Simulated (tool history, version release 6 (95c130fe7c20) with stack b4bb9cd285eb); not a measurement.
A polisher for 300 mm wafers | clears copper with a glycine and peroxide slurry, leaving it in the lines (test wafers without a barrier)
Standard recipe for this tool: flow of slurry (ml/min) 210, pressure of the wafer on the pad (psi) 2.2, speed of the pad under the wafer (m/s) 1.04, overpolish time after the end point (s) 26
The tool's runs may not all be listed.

run,hour,flow of slurry (ml/min),pressure of the wafer on the pad (psi),speed of the pad under the wafer (m/s),overpolish time after the end point (s),wafers since the last listed run,wafers polished on this pad,hours since the slurry nozzle was cleaned,hours since the head pressure was calibrated,"incoming thickness of the incoming film, nm",time until the end point was called (s),dishing of a wide line in a test structure (nm)
1,0,210,2.2,0.8,26,0,629,359.3,118,466,102.2,62.8
2,26.2,210,2.2,0.8,26,261,890,385.5,144.2,465.9,102.8,62.3
3,36.7,210,2.2,1.04,26,104,995,396,154.7,466.9,87.5,68.3
4,53.3,210,2.2,1.04,26,165,1161,412.6,171.3,471.7,89.1,68.2
5,66.8,210,2.2,1.04,26,134,1296,426.1,184.8,471.6,90,67.4
# hour 81.4: worn pad replaced by a new one
6,87.5,210,2.2,1.04,18,166,61,446.8,205.5,459.5,91.8,54
7,94,210,2.2,1.04,18,64,126,453.3,212,464.6,91.6,53.1
8,104.7,210,2.2,1.04,18,106,233,464,222.7,472.5,93.2,52.3
9,117.1,210,2.2,1.04,26,123,357,476.4,235.1,471.7,94,67
10,131.5,210,2.6,1.04,26,143,500,490.8,249.5,475.7,85.5,69.1
# hour 147.4: worn pad replaced by a new one, repeated, since the last time left the tool worse
11,148.2,210,2.2,1.04,33,126,8,507.5,266.2,469.8,83.3,78.3
12,160.2,210,2.2,1.04,33,119,128,519.5,278.2,474.9,83,78.5
13,177.8,210,2.2,0.96,26,175,304,537.1,295.8,462.7,88.6,68.3
14,186.9,210,1.7,0.76,26,90,394,546.2,304.9,476.2,124.4,56.9
15,194.9,145,2.2,0.68,26,79,474,554.2,312.9,468.3,124.7,59
# hour 202.2: slurry nozzle cleaned
16,211.4,210,2.2,1.04,33,154,629,9.2,329.4,476.8,85.2,77.2
17,223.6,210,2.2,1.2,26,121,751,21.4,341.6,462.3,74.3,74.4
18,230.3,150,2.9,0.7,15,66,818,28.1,348.3,468.8,101.6,44.3
# hour 233.6: head pressure recalibrated
19,240.4,210,2.2,1.04,26,80,899,38.2,6.8,478.3,88.2,68.5
20,252.3,175,1.7,0.7,38,118,1018,50.1,18.7,475.3,138,67.5
21,259.2,210,2.2,1.04,26,68,1087,57,25.6,477.6,89.6,69.1
# hour 268.8: worn pad replaced by a new one
22,269.3,235,1.5,0.68,36,60,5,67.1,35.7,461.7,135.1,65.1
23,279.6,235,2.2,1.34,26,102,108,77.4,46,474.6,67.5,75.4
24,295.9,210,1.9,0.88,26,162,270,93.7,62.3,475.6,106.5,60.8
25,302.5,280,2.2,1.04,33,65,336,100.3,68.9,472,82.5,79
26,311.1,275,1.6,0.7,26,85,422,108.9,77.5,473.4,131.2,54.4

Some steps in time until the end point was called (s), run to run, broken into two amounts with sign: the step expected even without the hidden condition (settings, incoming material, random variation), and the rest, left for the hidden condition together with whatever gauge scatter is not in both the measured and the hidden-condition-free result:
Unlogged tool condition in this case: removal rate lost through wear of the pad, %; slurry flow missing at the pad, %; deviation of the head's pressure from its setpoint, %.
Run 5 -> 6: overpolish time after the end point (s) 26 -> 18, worn pad replaced by a new one. time until the end point was called (s) +1.8: hidden state +4, all else -2.2.
Run 10 -> 11: pressure of the wafer on the pad (psi) 2.6 -> 2.2, overpolish time after the end point (s) 26 -> 33, worn pad replaced by a new one, repeated, since the last time left the tool worse. time until the end point was called (s) -2.2: hidden state -9, all else +6.8.
Run 19 -> 20: flow of slurry (ml/min) 210 -> 175, pressure of the wafer on the pad (psi) 2.2 -> 1.7, speed of the pad under the wafer (m/s) 1.04 -> 0.7, overpolish time after the end point (s) 26 -> 38. time until the end point was called (s) +49.8: hidden state +2.3, all else +47.5.
Run 22 -> 23: pressure of the wafer on the pad (psi) 1.5 -> 2.2, speed of the pad under the wafer (m/s) 0.68 -> 1.34, overpolish time after the end point (s) 36 -> 26. time until the end point was called (s) -67.6: hidden state -0.4, all else -67.2.
